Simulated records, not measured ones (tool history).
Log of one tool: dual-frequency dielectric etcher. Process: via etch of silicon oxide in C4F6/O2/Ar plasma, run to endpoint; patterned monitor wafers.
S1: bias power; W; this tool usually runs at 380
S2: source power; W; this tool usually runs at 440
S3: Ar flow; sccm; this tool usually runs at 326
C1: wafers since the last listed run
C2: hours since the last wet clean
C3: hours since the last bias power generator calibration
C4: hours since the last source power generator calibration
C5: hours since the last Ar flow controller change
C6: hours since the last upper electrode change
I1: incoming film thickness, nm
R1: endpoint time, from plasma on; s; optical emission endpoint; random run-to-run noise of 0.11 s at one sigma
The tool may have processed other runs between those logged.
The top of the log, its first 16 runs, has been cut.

{"hour": 352.9, "done": "wet clean of the chamber"}
{"run": 17, "hour": 354.7, "S1": 312, "S2": 520, "S3": 369, "C1": 41, "C2": 1.8, "C3": 259.4, "C4": 46.6, "C5": 91.9, "C6": 208.4, "I1": 132.4, "R1": 35.1}
{"run": 18, "hour": 375.1, "S1": 380, "S2": 440, "S3": 326, "C1": 291, "C2": 22.2, "C3": 279.8, "C4": 67.0, "C5": 112.3, "C6": 228.8, "I1": 131.5, "R1": 33.8}
{"run": 19, "hour": 401.4, "S1": 380, "S2": 440, "S3": 375, "C1": 375, "C2": 48.5, "C3": 306.1, "C4": 93.3, "C5": 138.6, "C6": 255.1, "I1": 130.9, "R1": 34.3}
{"run": 20, "hour": 488.3, "S1": 465, "S2": 480, "S3": 407, "C1": 1241, "C2": 135.4, "C3": 393.0, "C4": 180.2, "C5": 225.5, "C6": 342.0, "I1": 131.0, "R1": 30.4}
{"run": 21, "hour": 518.3, "S1": 298, "S2": 380, "S3": 326, "C1": 428, "C2": 165.4, "C3": 423.0, "C4": 210.2, "C5": 255.5, "C6": 372.0, "I1": 132.8, "R1": 41.0}
{"run": 22, "hour": 539.4, "S1": 380, "S2": 550, "S3": 248, "C1": 301, "C2": 186.5, "C3": 444.1, "C4": 231.3, "C5": 276.6, "C6": 393.1, "I1": 132.6, "R1": 30.3}
{"run": 23, "hour": 568.9, "S1": 443, "S2": 470, "S3": 326, "C1": 421, "C2": 216.0, "C3": 473.6, "C4": 260.8, "C5": 306.1, "C6": 422.6, "I1": 130.3, "R1": 30.4}
{"run": 24, "hour": 587.2, "S1": 349, "S2": 440, "S3": 292, "C1": 261, "C2": 234.3, "C3": 491.9, "C4": 279.1, "C5": 324.4, "C6": 440.9, "I1": 131.6, "R1": 35.1}
{"run": 25, "hour": 613.7, "S1": 380, "S2": 440, "S3": 405, "C1": 378, "C2": 260.8, "C3": 518.4, "C4": 305.6, "C5": 350.9, "C6": 467.4, "I1": 133.5, "R1": 35.5}
{"run": 26, "hour": 635.7, "S1": 380, "S2": 410, "S3": 252, "C1": 314, "C2": 282.8, "C3": 540.4, "C4": 327.6, "C5": 372.9, "C6": 489.4, "I1": 131.4, "R1": 34.5}
{"run": 27, "hour": 649.6, "S1": 380, "S2": 440, "S3": 326, "C1": 198, "C2": 296.7, "C3": 554.3, "C4": 341.5, "C5": 386.8, "C6": 503.3, "I1": 132.0, "R1": 34.3}
{"run": 28, "hour": 668.6, "S1": 439, "S2": 440, "S3": 254, "C1": 271, "C2": 315.7, "C3": 573.3, "C4": 360.5, "C5": 405.8, "C6": 522.3, "I1": 131.2, "R1": 31.1}
{"run": 29, "hour": 703.1, "S1": 461, "S2": 350, "S3": 379, "C1": 492, "C2": 350.2, "C3": 607.8, "C4": 395.0, "C5": 440.3, "C6": 556.8, "I1": 131.6, "R1": 35.1}
{"run": 30, "hour": 720.4, "S1": 322, "S2": 390, "S3": 371, "C1": 247, "C2": 367.5, "C3": 625.1, "C4": 412.3, "C5": 457.6, "C6": 574.1, "I1": 131.5, "R1": 39.6}

What if the next run were any one of these 3? Each begins from the tool's condition after run 30:
{"run": "A", "hour": 720.8, "S1": 380, "S2": 440, "S3": 326, "C1": 5, "C2": 367.9, "C3": 625.5, "C4": 412.7, "C5": 458.0, "C6": 574.5, "I1": 131.7, "R1": "?"}
{"run": "B", "hour": 720.8, "S1": 380, "S2": 470, "S3": 326, "C1": 5, "C2": 367.9, "C3": 625.5, "C4": 412.7, "C5": 458.0, "C6": 574.5, "I1": 131.7, "R1": "?"}
{"run": "C", "hour": 720.8, "S1": 380, "S2": 440, "S3": 276, "C1": 5, "C2": 367.9, "C3": 625.5, "C4": 412.7, "C5": 458.0, "C6": 574.5, "I1": 131.7, "R1": "?"}

run=A R1=34.2
run=B R1=33.3
run=C R1=33.7
Stripped of hidden state, with their random variation kept, the same runs would have yielded:
run=A R1=34.0
run=B R1=33.0
run=C R1=33.4
